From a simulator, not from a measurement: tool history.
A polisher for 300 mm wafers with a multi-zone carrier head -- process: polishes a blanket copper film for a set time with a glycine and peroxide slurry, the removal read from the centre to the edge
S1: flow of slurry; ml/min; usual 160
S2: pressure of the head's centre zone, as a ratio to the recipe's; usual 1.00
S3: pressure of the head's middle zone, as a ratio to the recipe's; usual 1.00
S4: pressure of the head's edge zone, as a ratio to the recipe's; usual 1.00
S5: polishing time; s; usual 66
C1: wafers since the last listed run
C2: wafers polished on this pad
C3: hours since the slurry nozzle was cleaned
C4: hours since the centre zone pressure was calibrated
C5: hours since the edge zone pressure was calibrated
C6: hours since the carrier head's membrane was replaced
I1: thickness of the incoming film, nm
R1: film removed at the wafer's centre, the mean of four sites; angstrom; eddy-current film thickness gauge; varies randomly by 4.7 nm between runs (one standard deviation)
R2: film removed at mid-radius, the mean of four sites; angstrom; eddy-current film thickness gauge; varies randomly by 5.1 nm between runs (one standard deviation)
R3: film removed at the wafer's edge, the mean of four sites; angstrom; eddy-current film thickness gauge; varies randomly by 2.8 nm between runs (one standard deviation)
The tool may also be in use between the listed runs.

| run | hour | S1 | S2 | S3 | S4 | S5 | C1 | C2 | C3 | C4 | C5 | C6 | I1 | R1 | R2 | R3 |
|---|---|---|---|---|---|---|---|---|---|---|---|---|---|---|---|---|
| 1 | 0.0 | 160 | 1.00 | 1.00 | 1.00 | 66 | 0 | 1881 | 315.4 | 552.7 | 114.6 | 16.8 | 2304.7 | 3686 | 3475 | 3514 |
|  | 13.3 | worn pad replaced by a new one |
| 2 | 33.6 | 160 | 1.00 | 1.00 | 1.00 | 66 | 381 | 262 | 349.0 | 586.3 | 148.2 | 50.4 | 2251.6 | 3724 | 3461 | 3505 |
|  | 179.4 | worn pad replaced by a new one |
| 3 | 221.8 | 160 | 1.00 | 1.00 | 1.00 | 66 | 2373 | 546 | 537.2 | 774.5 | 336.4 | 238.6 | 2313.6 | 3820 | 3418 | 3481 |
| 4 | 271.9 | 160 | 0.96 | 1.00 | 1.00 | 66 | 645 | 1192 | 587.3 | 824.6 | 386.5 | 288.7 | 2274.9 | 3600 | 3372 | 3505 |
|  | 346.4 | worn pad replaced by a new one |
| 5 | 346.9 | 160 | 0.96 | 1.00 | 1.00 | 66 | 914 | 6 | 662.3 | 899.6 | 461.5 | 363.7 | 2263.6 | 3543 | 3367 | 3465 |
|  | 372.0 | centre zone pressure recalibrated |
| 6 | 409.0 | 160 | 1.00 | 1.00 | 1.00 | 66 | 774 | 780 | 724.4 | 37.0 | 523.6 | 425.8 | 2263.6 | 3196 | 3343 | 3449 |
|  | 411.1 | slurry nozzle cleaned |
|  | 417.7 | edge zone pressure recalibrated |
| 7 | 439.1 | 160 | 1.00 | 1.00 | 1.00 | 66 | 349 | 1129 | 28.0 | 67.1 | 21.4 | 455.9 | 2313.3 | 3605 | 3524 | 3635 |
| 8 | 472.9 | 160 | 1.00 | 1.00 | 1.00 | 66 | 435 | 1565 | 61.8 | 100.9 | 55.2 | 489.7 | 2246.4 | 3501 | 3623 | 3637 |
|  | 519.8 | worn pad replaced by a new one |
|  | 587.4 | carrier head's membrane replaced by a new one |
| 9 | 684.1 | 160 | 1.06 | 1.00 | 1.00 | 66 | 2605 | 2052 | 273.0 | 312.1 | 266.4 | 96.7 | 2314.6 | 3821 | 3521 | 3561 |
|  | 709.1 | worn pad replaced by a new one |
| 10 | 741.0 | 180 | 1.00 | 0.88 | 1.06 | 75 | 681 | 410 | 329.9 | 369.0 | 323.3 | 153.6 | 2282.0 | 4261 | 3708 | 4194 |
| 11 | 767.8 | 115 | 1.09 | 1.06 | 1.00 | 66 | 345 | 756 | 356.7 | 395.8 | 350.1 | 180.4 | 2290.4 | 3461 | 3231 | 3315 |
| 12 | 824.3 | 160 | 1.00 | 1.00 | 1.00 | 58 | 728 | 1484 | 413.2 | 452.3 | 406.6 | 236.9 | 2256.8 | 3236 | 2954 | 3088 |
| 13 | 870.8 | 125 | 1.00 | 1.00 | 1.00 | 66 | 599 | 2083 | 459.7 | 498.8 | 453.1 | 283.4 | 2308.0 | 3354 | 3169 | 3364 |
|  | 892.5 | worn pad replaced by a new one |
| 14 | 910.2 | 160 | 1.11 | 0.97 | 1.00 | 66 | 456 | 228 | 499.1 | 538.2 | 492.5 | 322.8 | 2268.4 | 4034 | 3383 | 3559 |

Hidden state, per run?
removal rate lost through wear of the pad, %: 0 in every run
deviation of the edge zone's pressure from its setpoint, %: 0 in every run
H1: slurry flow missing at the pad, %
H2: deviation of the centre zone's pressure from its setpoint, %
| run | H1 | H2 |
|---|---|---|
| 1 | 12.3 | 7.5 |
| 2 | 13.5 | 7.97 |
| 3 | 20.1 | 10.6 |
| 4 | 21.9 | 11.3 |
| 5 | 24.5 | 12.4 |
| 6 | 26.7 | -0.731 |
| 7 | 1.7 | -0.309 |
| 8 | 2.89 | 0.166 |
| 9 | 10.3 | 3.13 |
| 10 | 12.4 | 3.93 |
| 11 | 13.3 | 4.31 |
| 12 | 15.3 | 5.1 |
| 13 | 16.9 | 5.75 |
| 14 | 18.3 | 6.31 |
